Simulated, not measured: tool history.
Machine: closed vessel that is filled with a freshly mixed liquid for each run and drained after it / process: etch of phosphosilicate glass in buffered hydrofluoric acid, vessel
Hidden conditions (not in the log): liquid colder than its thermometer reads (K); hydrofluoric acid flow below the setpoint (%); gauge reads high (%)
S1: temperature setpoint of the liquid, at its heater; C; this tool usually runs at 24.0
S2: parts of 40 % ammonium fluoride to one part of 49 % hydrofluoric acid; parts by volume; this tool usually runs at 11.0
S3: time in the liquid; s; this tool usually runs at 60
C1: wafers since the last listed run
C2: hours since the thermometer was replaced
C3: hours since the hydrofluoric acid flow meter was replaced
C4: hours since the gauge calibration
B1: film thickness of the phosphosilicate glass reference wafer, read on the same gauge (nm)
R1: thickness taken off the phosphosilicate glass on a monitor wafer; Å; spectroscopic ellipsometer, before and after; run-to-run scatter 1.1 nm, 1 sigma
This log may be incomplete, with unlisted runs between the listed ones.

run,day,S1,S2,S3,C1,C2,C3,C4,B1,R1
1,0.000,24.0,11.0,60,0,2330.9,353.4,369.2,90.00,2924.8
2,1.071,24.0,11.0,60,1989,2356.6,379.1,394.9,90.02,2925.1
# day 1.954: gauge calibrated
3,2.350,24.0,8.0,60,2376,2387.3,409.8,9.5,90.03,3888.7
4,3.146,24.0,8.0,60,1478,2406.4,428.9,28.6,89.99,3894.8
5,4.612,20.5,11.0,40,2725,2441.6,464.1,63.8,89.97,1599.5
6,5.721,20.5,11.0,40,2059,2468.2,490.7,90.4,89.96,1602.2
7,6.779,26.0,11.0,85,1966,2493.6,516.1,115.8,90.03,4598.3
8,7.992,24.0,11.0,60,2252,2522.7,545.2,144.9,90.01,2906.9
9,8.521,24.0,11.0,60,983,2535.4,557.9,157.6,89.99,2891.8
10,9.117,24.0,11.0,60,1107,2549.7,572.2,171.9,90.04,2885.4
11,10.233,24.0,11.0,60,2074,2576.5,599.0,198.7,90.02,2888.6
12,11.358,20.5,11.0,60,2090,2603.5,626.0,225.7,90.00,2379.2
13,12.450,20.5,11.0,60,2028,2629.7,652.2,251.9,89.97,2369.2
14,13.192,26.5,13.5,60,1378,2647.5,670.0,269.7,89.99,2698.1
# day 13.504: thermometer replaced
15,14.617,19.0,11.0,35,2570,26.7,704.2,303.9,90.06,1333.5
16,16.567,28.0,15.0,50,3623,73.5,751.0,350.7,90.01,2299.1
17,17.788,24.0,11.0,60,2268,102.8,780.3,380.0,90.01,2979.5
18,18.742,24.0,13.0,30,1772,125.7,803.2,402.9,90.00,1263.9
# day 19.262: gauge calibrated
19,20.029,21.0,7.5,60,2392,156.6,834.1,18.4,89.99,3588.3
# day 20.212: hydrofluoric acid flow meter replaced
20,20.767,24.0,11.0,90,1292,174.3,13.3,36.1,89.97,4596.4
21,21.500,24.0,11.0,60,1362,191.9,30.9,53.7,90.01,3068.7
22,22.700,27.5,14.0,30,2229,220.7,59.7,82.5,90.00,1459.1
23,23.662,22.5,8.0,60,1788,243.8,82.8,105.6,90.00,3752.9
24,24.275,28.0,7.5,85,1138,258.5,97.5,120.3,89.99,7616.0
25,25.333,28.0,15.0,50,1966,283.9,122.9,145.7,89.98,2323.1
26,25.875,24.0,11.0,95,1006,296.9,135.9,158.7,89.97,4812.6

Estimate the outcome of run 27 from the log above:
27,26.508,19.5,13.5,85,1176,312.1,151.1,173.9,?,?

B1: 90.02
R1: 2739.1 Å
Were there no unlogged condition in the tool, this run, its random variation unchanged, would have produced R1 2845.2 Å.

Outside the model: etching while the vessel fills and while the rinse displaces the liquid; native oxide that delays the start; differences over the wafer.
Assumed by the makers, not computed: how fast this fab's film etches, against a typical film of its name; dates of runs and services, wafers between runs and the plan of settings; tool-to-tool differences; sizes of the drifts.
